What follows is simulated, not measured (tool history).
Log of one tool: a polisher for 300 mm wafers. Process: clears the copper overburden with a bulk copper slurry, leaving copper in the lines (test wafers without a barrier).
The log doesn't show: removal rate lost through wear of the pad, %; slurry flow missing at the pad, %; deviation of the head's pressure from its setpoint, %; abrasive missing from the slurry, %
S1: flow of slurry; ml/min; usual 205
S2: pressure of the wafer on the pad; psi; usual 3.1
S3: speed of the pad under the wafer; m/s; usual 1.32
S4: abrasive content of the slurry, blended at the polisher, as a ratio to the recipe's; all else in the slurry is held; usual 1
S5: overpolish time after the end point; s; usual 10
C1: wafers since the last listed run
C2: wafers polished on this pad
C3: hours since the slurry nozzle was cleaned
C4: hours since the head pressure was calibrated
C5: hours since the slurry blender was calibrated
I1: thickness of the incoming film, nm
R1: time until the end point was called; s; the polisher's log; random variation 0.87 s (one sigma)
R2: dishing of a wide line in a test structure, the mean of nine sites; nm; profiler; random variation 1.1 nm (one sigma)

{"run": 1, "hour": 0.0, "S1": 205, "S2": 3.1, "S3": 1.32, "S4": 1, "S5": 10, "C1": 0, "C2": 1258, "C3": 584, "C4": 458.2, "C5": 187.5, "I1": 1111.4, "R1": 85, "R2": 83.9}
{"hour": 2.9, "done": "slurry blender recalibrated"}
{"run": 2, "hour": 28.5, "S1": 205, "S2": 3.1, "S3": 1.32, "S4": 1, "S5": 10, "C1": 268, "C2": 1527, "C3": 612.5, "C4": 486.7, "C5": 25.6, "I1": 1129.7, "R1": 82.2, "R2": 88.5}
{"hour": 51.5, "done": "worn pad replaced by a new one"}
{"run": 3, "hour": 52.0, "S1": 205, "S2": 3.1, "S3": 1.32, "S4": 1, "S5": 10, "C1": 197, "C2": 5, "C3": 636, "C4": 510.2, "C5": 49.1, "I1": 1106.1, "R1": 79.3, "R2": 89.6}
{"run": 4, "hour": 73.3, "S1": 205, "S2": 3.1, "S3": 1.32, "S4": 1, "S5": 10, "C1": 215, "C2": 221, "C3": 657.3, "C4": 531.5, "C5": 70.4, "I1": 1129.9, "R1": 84.7, "R2": 86.5}
{"run": 5, "hour": 88.5, "S1": 205, "S2": 3.1, "S3": 1.32, "S4": 0.9, "S5": 10, "C1": 154, "C2": 375, "C3": 672.5, "C4": 546.7, "C5": 85.6, "I1": 1110, "R1": 81.6, "R2": 86.1}
{"run": 6, "hour": 101.3, "S1": 205, "S2": 3.1, "S3": 1.32, "S4": 0.9, "S5": 10, "C1": 129, "C2": 505, "C3": 685.3, "C4": 559.5, "C5": 98.4, "I1": 1104.4, "R1": 82.7, "R2": 86.2}
{"run": 7, "hour": 136.6, "S1": 205, "S2": 3.1, "S3": 1.32, "S4": 1, "S5": 10, "C1": 357, "C2": 863, "C3": 720.6, "C4": 594.8, "C5": 133.7, "I1": 1107, "R1": 86.2, "R2": 86.6}
{"run": 8, "hour": 172.6, "S1": 205, "S2": 3.1, "S3": 1.32, "S4": 1, "S5": 10, "C1": 365, "C2": 1228, "C3": 756.6, "C4": 630.8, "C5": 169.7, "I1": 1106.7, "R1": 83.8, "R2": 86.7}
{"hour": 178.3, "done": "head pressure recalibrated"}
{"run": 9, "hour": 187.7, "S1": 205, "S2": 2.4, "S3": 1.32, "S4": 1, "S5": 10, "C1": 132, "C2": 1360, "C3": 771.7, "C4": 9.4, "C5": 184.8, "I1": 1124.3, "R1": 113.4, "R2": 67.9}
{"hour": 195.5, "done": "slurry blender recalibrated"}
{"hour": 207.4, "done": "slurry nozzle cleaned"}
{"hour": 216.6, "done": "worn pad replaced by a new one"}
{"run": 10, "hour": 217.4, "S1": 205, "S2": 3.1, "S3": 1.32, "S4": 1, "S5": 10, "C1": 230, "C2": 7, "C3": 10, "C4": 39.1, "C5": 21.9, "I1": 1097.9, "R1": 78.5, "R2": 91}
{"run": 11, "hour": 236.1, "S1": 245, "S2": 2.8, "S3": 1.32, "S4": 1.15, "S5": 10, "C1": 189, "C2": 197, "C3": 28.7, "C4": 57.8, "C5": 40.6, "I1": 1103.3, "R1": 84.2, "R2": 86}
{"run": 12, "hour": 268.4, "S1": 170, "S2": 2.2, "S3": 1.58, "S4": 1.1, "S5": 10, "C1": 327, "C2": 525, "C3": 61, "C4": 90.1, "C5": 72.9, "I1": 1106.1, "R1": 98.6, "R2": 74.6}
{"run": 13, "hour": 281.0, "S1": 205, "S2": 3.1, "S3": 1.12, "S4": 1, "S5": 13, "C1": 127, "C2": 652, "C3": 73.6, "C4": 102.7, "C5": 85.5, "I1": 1101.1, "R1": 96.3, "R2": 93.9}
{"run": 14, "hour": 295.4, "S1": 225, "S2": 2.7, "S3": 1.32, "S4": 1.1, "S5": 7, "C1": 146, "C2": 798, "C3": 88, "C4": 117.1, "C5": 99.9, "I1": 1097, "R1": 91.6, "R2": 59.2}
{"run": 15, "hour": 316.6, "S1": 275, "S2": 2.7, "S3": 1.32, "S4": 1, "S5": 10, "C1": 214, "C2": 1013, "C3": 109.2, "C4": 138.3, "C5": 121.1, "I1": 1120.9, "R1": 92.5, "R2": 78.3}
{"run": 16, "hour": 337.1, "S1": 160, "S2": 3.1, "S3": 1.32, "S4": 0.75, "S5": 8, "C1": 207, "C2": 1221, "C3": 129.7, "C4": 158.8, "C5": 141.6, "I1": 1089.7, "R1": 91.3, "R2": 67.6}
{"run": 17, "hour": 359.4, "S1": 230, "S2": 3.1, "S3": 1.52, "S4": 1, "S5": 13, "C1": 226, "C2": 1447, "C3": 152, "C4": 181.1, "C5": 163.9, "I1": 1106, "R1": 72.6, "R2": 114.1}
{"run": 18, "hour": 384.3, "S1": 205, "S2": 2.4, "S3": 1.32, "S4": 1.3, "S5": 10, "C1": 252, "C2": 1700, "C3": 176.9, "C4": 206, "C5": 188.8, "I1": 1122, "R1": 105.6, "R2": 72.9}
{"hour": 399.6, "done": "slurry blender recalibrated"}
{"run": 19, "hour": 416.3, "S1": 205, "S2": 3.1, "S3": 1.32, "S4": 1, "S5": 10, "C1": 304, "C2": 2004, "C3": 208.9, "C4": 238, "C5": 16.7, "I1": 1124.1, "R1": 79.1, "R2": 89.8}
{"hour": 426.2, "done": "worn pad replaced by a new one"}
{"run": 20, "hour": 430.3, "S1": 205, "S2": 3.1, "S3": 1.32, "S4": 0.9, "S5": 10, "C1": 101, "C2": 41, "C3": 222.9, "C4": 252, "C5": 30.7, "I1": 1098.6, "R1": 79.7, "R2": 85.8}
{"run": 21, "hour": 462.5, "S1": 165, "S2": 3.8, "S3": 1.52, "S4": 1.1, "S5": 10, "C1": 326, "C2": 367, "C3": 255.1, "C4": 284.2, "C5": 62.9, "I1": 1112.7, "R1": 59.4, "R2": 113.2}
{"run": 22, "hour": 484.8, "S1": 205, "S2": 3.1, "S3": 1.32, "S4": 1.1, "S5": 10, "C1": 226, "C2": 594, "C3": 277.4, "C4": 306.5, "C5": 85.2, "I1": 1100.3, "R1": 79.8, "R2": 89.1}
{"run": 23, "hour": 514.8, "S1": 205, "S2": 3.9, "S3": 1.32, "S4": 1, "S5": 12, "C1": 304, "C2": 898, "C3": 307.4, "C4": 336.5, "C5": 115.2, "I1": 1115.7, "R1": 66.4, "R2": 119.8}
{"run": 24, "hour": 527.8, "S1": 225, "S2": 3.4, "S3": 1.74, "S4": 1, "S5": 14, "C1": 131, "C2": 1030, "C3": 320.4, "C4": 349.5, "C5": 128.2, "I1": 1100.6, "R1": 57.7, "R2": 133.9}
{"run": 25, "hour": 549.9, "S1": 205, "S2": 3.1, "S3": 1.32, "S4": 1, "S5": 10, "C1": 224, "C2": 1254, "C3": 342.5, "C4": 371.6, "C5": 150.3, "I1": 1090.7, "R1": 82.9, "R2": 87.1}
{"run": 26, "hour": 576.7, "S1": 205, "S2": 3.1, "S3": 1.32, "S4": 1, "S5": 10, "C1": 271, "C2": 1525, "C3": 369.3, "C4": 398.4, "C5": 177.1, "I1": 1116.8, "R1": 84.5, "R2": 84.2}
{"hour": 583.3, "done": "slurry blender recalibrated"}
{"run": 27, "hour": 593.4, "S1": 205, "S2": 3.1, "S3": 1.2, "S4": 0.9, "S5": 16, "C1": 149, "C2": 1675, "C3": 386, "C4": 415.1, "C5": 10.1, "I1": 1121.7, "R1": 89.2, "R2": 114.9}
{"hour": 609.6, "done": "worn pad replaced by a new one"}
{"run": 28, "hour": 615.3, "S1": 205, "S2": 3.7, "S3": 1.32, "S4": 1.15, "S5": 10, "C1": 181, "C2": 57, "C3": 407.9, "C4": 437, "C5": 32, "I1": 1093.9, "R1": 63.5, "R2": 104.8}

What the log doesn't show, run by run:
removal rate lost through wear of the pad, %: 0 in every run
slurry flow missing at the pad, %: 0 in every run
deviation of the head's pressure from its setpoint, %: 0 in every run
H1: abrasive missing from the slurry, %
run=1 H1=37.6
run=2 H1=12.7
run=3 H1=17
run=4 H1=21
run=5 H1=23.8
run=6 H1=26.1
run=7 H1=32.7
run=8 H1=39.3
run=9 H1=42.1
run=10 H1=6.02
run=11 H1=9.47
run=12 H1=15.4
run=13 H1=17.8
run=14 H1=20.4
run=15 H1=24.3
run=16 H1=28.1
run=17 H1=32.3
run=18 H1=36.9
run=19 H1=7.09
run=20 H1=9.67
run=21 H1=15.6
run=22 H1=19.7
run=23 H1=25.3
run=24 H1=27.7
run=25 H1=31.8
run=26 H1=36.7
run=27 H1=3.76
run=28 H1=7.81
